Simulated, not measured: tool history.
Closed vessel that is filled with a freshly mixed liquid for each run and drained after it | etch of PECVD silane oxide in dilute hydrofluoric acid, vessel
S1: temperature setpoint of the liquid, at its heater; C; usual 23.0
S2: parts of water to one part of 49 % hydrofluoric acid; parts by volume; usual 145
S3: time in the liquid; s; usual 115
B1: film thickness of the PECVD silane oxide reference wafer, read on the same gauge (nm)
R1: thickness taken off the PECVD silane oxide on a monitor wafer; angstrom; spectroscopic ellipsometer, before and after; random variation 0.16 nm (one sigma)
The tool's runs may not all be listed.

run,hour,S1,S2,S3,B1,R1
1,0.0,23.0,90,115,140.04,591.6
2,77.1,23.0,175,115,139.97,277.4
3,125.2,23.0,175,115,140.00,276.7
4,222.7,23.0,175,115,140.01,279.9
# hour 281.5: thermometer replaced
5,292.3,23.0,145,130,140.01,394.2
6,382.2,23.0,145,130,140.05,396.1
7,447.5,23.0,145,130,139.96,395.8
8,509.5,24.0,100,115,139.94,555.8
9,606.3,24.0,100,115,140.00,556.0
10,707.6,24.0,100,115,140.03,558.1
11,745.9,20.0,200,175,140.01,330.0
# hour 790.1: hydrofluoric acid flow meter replaced
12,849.9,23.0,145,115,139.97,333.3
13,933.1,23.0,190,115,140.00,244.7
14,1033.1,23.0,110,175,140.02,696.2
15,1106.6,27.0,100,95,139.96,500.2
16,1151.2,23.0,145,115,139.99,333.2
17,1252.4,23.0,95,95,140.07,451.2
18,1298.9,19.5,105,75,140.01,276.3
19,1375.7,24.0,100,115,140.03,535.0
20,1420.1,23.0,145,115,140.06,338.5
# hour 1504.7: gauge calibrated
21,1516.3,23.0,145,115,139.97,338.1
22,1609.3,18.0,110,155,139.99,510.2
23,1792.0,23.0,145,115,139.98,339.7
24,1830.9,18.0,110,95,139.98,314.4
25,1880.7,25.0,205,145,140.02,308.1
26,1933.4,26.5,190,75,139.97,183.8
27,2007.8,24.5,180,60,140.02,147.5
28,2072.6,23.0,145,115,140.00,343.5
29,2137.3,23.0,145,115,139.93,347.3
30,2187.0,27.0,100,95,140.00,510.2
31,2250.2,27.0,145,115,139.93,400.4
32,2332.3,23.0,145,115,140.03,343.3
33,2392.1,19.0,145,180,140.02,460.8

Measured less the same run without the tool's hidden state. The same run-to-run variation is in both; the gauge's scatter may not be:
The hidden state here: liquid colder than its thermometer reads (K); hydrofluoric acid flow above the setpoint (%); gauge reads high (%).
run,R1
1,+22.3
2,+11.7
3,+12.0
4,+12.7
5,+18.2
6,+19.1
7,+19.6
8,+27.5
9,+28.5
10,+29.9
11,+19.1
12,+1.0
13,+1.3
14,+5.0
15,+4.4
16,+3.5
17,+5.5
18,+3.6
19,+8.1
20,+5.7
21,+6.5
22,+10.4
23,+8.7
24,+8.0
25,+9.0
26,+5.5
27,+4.7
28,+11.0
29,+11.7
30,+17.3
31,+14.7
32,+13.1
33,+18.0

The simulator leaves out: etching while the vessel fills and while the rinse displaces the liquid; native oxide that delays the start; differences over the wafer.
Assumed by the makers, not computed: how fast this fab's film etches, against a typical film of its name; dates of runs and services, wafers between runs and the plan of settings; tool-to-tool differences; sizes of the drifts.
